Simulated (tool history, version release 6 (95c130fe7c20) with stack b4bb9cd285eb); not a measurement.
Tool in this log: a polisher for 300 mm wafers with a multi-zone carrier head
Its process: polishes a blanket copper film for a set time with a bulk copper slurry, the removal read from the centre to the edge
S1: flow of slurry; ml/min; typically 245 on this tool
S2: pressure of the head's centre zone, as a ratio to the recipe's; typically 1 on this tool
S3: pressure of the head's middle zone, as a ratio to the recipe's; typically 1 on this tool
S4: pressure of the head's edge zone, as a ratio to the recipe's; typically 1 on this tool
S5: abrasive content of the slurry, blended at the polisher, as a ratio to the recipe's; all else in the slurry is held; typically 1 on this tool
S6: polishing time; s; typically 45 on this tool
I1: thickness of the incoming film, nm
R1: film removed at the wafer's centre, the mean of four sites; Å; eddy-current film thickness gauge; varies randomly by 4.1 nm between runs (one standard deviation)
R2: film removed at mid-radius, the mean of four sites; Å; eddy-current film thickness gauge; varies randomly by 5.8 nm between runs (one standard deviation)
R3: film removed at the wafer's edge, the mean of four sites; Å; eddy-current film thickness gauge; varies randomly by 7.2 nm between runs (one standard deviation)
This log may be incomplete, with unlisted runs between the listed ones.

run 1 hour=0 | S1=245 S2=1 S3=1 S4=1 S5=1 S6=45 | I1=3787.7 | R1=4809 R2=4819 R3=4925
-- hour=68.6 worn pad replaced by a new one
run 2 hour=81.7 | S1=245 S2=1 S3=1 S4=1 S5=1 S6=45 | I1=3733.4 | R1=4760 R2=4979 R3=4899
run 3 hour=135.1 | S1=245 S2=1 S3=1 S4=1 S5=1 S6=45 | I1=3834.7 | R1=4682 R2=4871 R3=5015
run 4 hour=185.4 | S1=245 S2=1 S3=1 S4=1 S5=1 S6=45 | I1=3772.6 | R1=4808 R2=4846 R3=4890
run 5 hour=245.4 | S1=245 S2=1 S3=1 S4=1 S5=1 S6=45 | I1=3840.9 | R1=4746 R2=4814 R3=5009
-- hour=269.2 worn pad replaced by a new one
-- hour=294.3 slurry nozzle cleaned
run 6 hour=312 | S1=245 S2=1 S3=1 S4=1 S5=1 S6=45 | I1=3791.1 | R1=4717 R2=4844 R3=4973
-- hour=328.8 carrier head's membrane replaced by a new one
run 7 hour=368.8 | S1=245 S2=1 S3=1 S4=1 S5=1 S6=45 | I1=3782.2 | R1=4711 R2=4829 R3=4757
run 8 hour=420.2 | S1=245 S2=1 S3=1 S4=1 S5=1 S6=45 | I1=3812.1 | R1=4749 R2=4723 R3=4792
-- hour=442.1 worn pad replaced by a new one
-- hour=461.2 edge zone pressure recalibrated
run 9 hour=484 | S1=275 S2=1 S3=0.89 S4=1 S5=1 S6=39 | I1=3780.6 | R1=4210 R2=3848 R3=4265
run 10 hour=560.6 | S1=275 S2=1.1 S3=1 S4=0.89 S5=0.7 S6=45 | I1=3800 | R1=4581 R2=4227 R3=4059
-- hour=567.8 centre zone pressure recalibrated
run 11 hour=623.7 | S1=195 S2=1 S3=1.1 S4=1 S5=1 S6=60 | I1=3705.1 | R1=6132 R2=6925 R3=6381
-- hour=655.2 worn pad replaced by a new one
run 12 hour=672.4 | S1=245 S2=0.88 S3=1 S4=1 S5=1 S6=53 | I1=3726.5 | R1=5041 R2=5683 R3=5684
run 13 hour=710.1 | S1=245 S2=1 S3=1 S4=1 S5=1 S6=45 | I1=3818.3 | R1=4700 R2=4881 R3=4911
-- hour=727.6 slurry nozzle cleaned
run 14 hour=812.3 | S1=245 S2=1 S3=0.88 S4=1 S5=0.9 S6=45 | I1=3777.7 | R1=4503 R2=4213 R3=4750
-- hour=840.6 worn pad replaced by a new one
run 15 hour=880.4 | S1=205 S2=1 S3=1 S4=1.07 S5=1 S6=40 | I1=3823 | R1=4168 R2=4248 R3=4322
run 16 hour=930.1 | S1=245 S2=1 S3=1.1 S4=1 S5=1.15 S6=45 | I1=3810 | R1=4964 R2=5655 R3=5107

Below are 4 alternative next runs, each starting from the tool's condition after run 16. Predict each:
run A hour=930.5 | S1=245 S2=1 S3=1 S4=1.12 S5=1 S6=45 | I1=3784.8 | R1=? R2=? R3=?
run B hour=930.5 | S1=180 S2=1.03 S3=1 S4=1 S5=0.75 S6=41 | I1=3784.8 | R1=? R2=? R3=?
run C hour=930.5 | S1=245 S2=1 S3=0.97 S4=1 S5=1 S6=55 | I1=3784.8 | R1=? R2=? R3=?
run D hour=930.5 | S1=245 S2=1.12 S3=1 S4=1 S5=1 S6=45 | I1=3784.8 | R1=? R2=? R3=?

run=A R1=4806 R2=4786 R3=5261
run=B R1=3855 R2=3752 R3=3934
run=C R1=5873 R2=5703 R3=6081
run=D R1=5334 R2=4784 R3=4973
With the hidden condition removed and each run's random variation left untouched, the same runs would have given:
run=A R1=4806 R2=4786 R3=5261
run=B R1=3855 R2=3752 R3=3934
run=C R1=5873 R2=5703 R3=6081
run=D R1=5334 R2=4784 R3=4973
